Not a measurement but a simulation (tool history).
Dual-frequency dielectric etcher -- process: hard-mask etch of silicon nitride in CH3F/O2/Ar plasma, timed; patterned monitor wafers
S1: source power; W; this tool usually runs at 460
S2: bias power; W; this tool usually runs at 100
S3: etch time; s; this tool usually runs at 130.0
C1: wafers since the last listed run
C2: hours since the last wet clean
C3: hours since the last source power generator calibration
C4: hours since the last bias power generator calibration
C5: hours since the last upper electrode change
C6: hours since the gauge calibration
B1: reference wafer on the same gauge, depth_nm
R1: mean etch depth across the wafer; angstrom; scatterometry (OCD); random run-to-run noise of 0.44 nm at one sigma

run	hour	S1	S2	S3	C1	C2	C3	C4	C5	C6	B1	R1
1	0.0	460	100	116.0	0	364.2	4005.4	3819.3	3000.2	88.0	113.9	953
2	13.9	460	100	116.0	91	378.1	4019.3	3833.2	3014.1	101.9	113.9	947
3	28.9	380	100	105.5	98	393.1	4034.3	3848.2	3029.1	116.9	114.1	815
4	40.2	380	100	105.5	74	404.4	4045.6	3859.5	3040.4	128.2	114.1	821
5	46.6	380	100	105.5	42	410.8	4052.0	3865.9	3046.8	134.6	114.0	811
6	56.9	460	100	130.0	67	421.1	4062.3	3876.2	3057.1	144.9	114.1	1059
# hour 90.0: upper electrode replaced, of another model than before
7	90.5	460	100	130.0	63	454.7	4095.9	3909.8	0.5	178.5	113.9	1052
8	90.9	380	100	146.0	2	455.1	4096.3	3910.2	0.9	178.9	114.0	1082
9	92.8	460	112	130.0	12	457.0	4098.2	3912.1	2.8	180.8	113.8	1092
# hour 120.6: wet clean of the chamber
10	121.1	460	100	130.0	28	0.5	4126.5	3940.4	31.1	209.1	114.1	1098
11	121.5	460	100	130.0	2	0.9	4126.9	3940.8	31.5	209.5	113.8	1099
12	135.1	460	100	130.0	89	14.5	4140.5	3954.4	45.1	223.1	113.9	1104
13	151.4	460	100	110.0	107	30.8	4156.8	3970.7	61.4	239.4	113.8	934
14	162.1	390	100	160.5	70	41.5	4167.5	3981.4	72.1	250.1	114.0	1245
15	168.2	460	120	130.0	40	47.6	4173.6	3987.5	78.2	256.2	114.1	1158
16	176.7	400	107	151.5	56	56.1	4182.1	3996.0	86.7	264.7	114.0	1211
# hour 184.5: bias power generator calibrated
17	185.1	460	100	130.0	29	64.5	4190.5	0.6	95.1	273.1	113.9	1089
18	200.9	490	100	130.0	104	80.3	4206.3	16.4	110.9	288.9	114.1	1128
19	210.3	570	124	106.5	62	89.7	4215.7	25.8	120.3	298.3	113.9	1055
# hour 222.2: gauge calibrated
# hour 225.9: source power generator calibrated
20	226.4	430	80	154.5	79	105.8	0.5	41.9	136.4	4.2	114.1	1167
21	234.1	570	124	106.5	50	113.5	8.2	49.6	144.1	11.9	114.0	1049

Run 22 comes next. What will it give?
22	245.6	520	114	154.0	75	125.0	19.7	61.1	155.6	23.4	?	?

B1: 114.0
R1: 1408 angstrom
Were there no unlogged condition in the tool, this run, its random variation unchanged, would have produced R1 1434 angstrom.
